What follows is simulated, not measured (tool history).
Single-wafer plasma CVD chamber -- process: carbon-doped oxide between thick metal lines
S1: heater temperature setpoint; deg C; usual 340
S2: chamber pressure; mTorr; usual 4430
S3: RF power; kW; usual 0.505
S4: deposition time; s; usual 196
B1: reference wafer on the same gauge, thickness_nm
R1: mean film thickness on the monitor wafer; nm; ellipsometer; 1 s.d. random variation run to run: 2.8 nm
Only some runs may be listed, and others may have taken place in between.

run,day,S1,S2,S3,S4,B1,R1
1,0.000,340,4430,0.505,196,1088.203,915.195
2,1.625,340,4430,0.505,196,1087.907,909.461
3,3.275,340,4430,0.505,196,1087.155,916.260
# day 9.829: gauge calibrated
4,10.150,340,4430,0.505,196,1088.343,913.532
5,12.567,340,4430,0.505,196,1086.645,918.166
# day 15.088: showerhead replaced
6,15.108,334,4150,0.505,196,1088.256,922.653
7,16.567,334,4150,0.505,196,1088.503,926.993
8,19.125,334,4150,0.505,196,1087.689,929.552
# day 20.158: capacitance manometer re-zeroed and calibrated
9,21.408,340,4430,0.505,196,1088.471,914.375
10,23.325,340,4740,0.505,196,1088.970,920.380
11,24.983,340,4430,0.505,196,1087.285,912.138
12,27.242,340,5330,0.570,235,1087.013,1201.491
13,29.883,340,4430,0.585,196,1087.422,996.740
14,31.192,340,4430,0.505,196,1089.186,917.335
# day 33.025: RF generator calibrated
# day 33.533: thermocouple changed; heater temperature recalibrated
15,33.733,340,3440,0.505,196,1087.688,897.680
16,34.808,340,4430,0.435,183,1088.031,781.457
17,36.879,353,4430,0.505,196,1088.327,881.822
18,39.508,340,4830,0.580,196,1088.013,1000.400
19,40.683,334,5040,0.575,170,1087.862,882.327
20,42.325,340,4430,0.505,196,1087.443,915.645
21,44.379,340,4430,0.505,196,1087.490,918.353
22,47.096,340,4430,0.505,218,1088.833,1020.812
23,48.717,340,4430,0.505,196,1088.563,916.853
# day 48.954: gauge calibrated
24,50.221,340,3520,0.410,230,1088.380,925.541
25,52.271,331,4430,0.415,159,1087.534,677.506
26,55.067,340,4920,0.410,196,1088.362,812.110
27,56.192,340,4430,0.505,196,1087.798,915.866
28,57.467,340,4430,0.505,216,1089.025,1006.108

4 ways to go on from here, each from the tool as it stands after run 28. What would each give?
A,57.488,340,4430,0.505,196,?,?
B,57.488,350,5280,0.405,229,?,?
C,57.488,332,4430,0.505,196,?,?
D,57.488,327,5270,0.505,196,?,?

run,B1,R1
A,1088.806,914.185
B,1088.806,917.046
C,1088.806,939.442
D,1088.806,973.628
What these runs would have given with no unlogged condition in the tool:
run,R1
A,914.185
B,917.046
C,939.442
D,973.628

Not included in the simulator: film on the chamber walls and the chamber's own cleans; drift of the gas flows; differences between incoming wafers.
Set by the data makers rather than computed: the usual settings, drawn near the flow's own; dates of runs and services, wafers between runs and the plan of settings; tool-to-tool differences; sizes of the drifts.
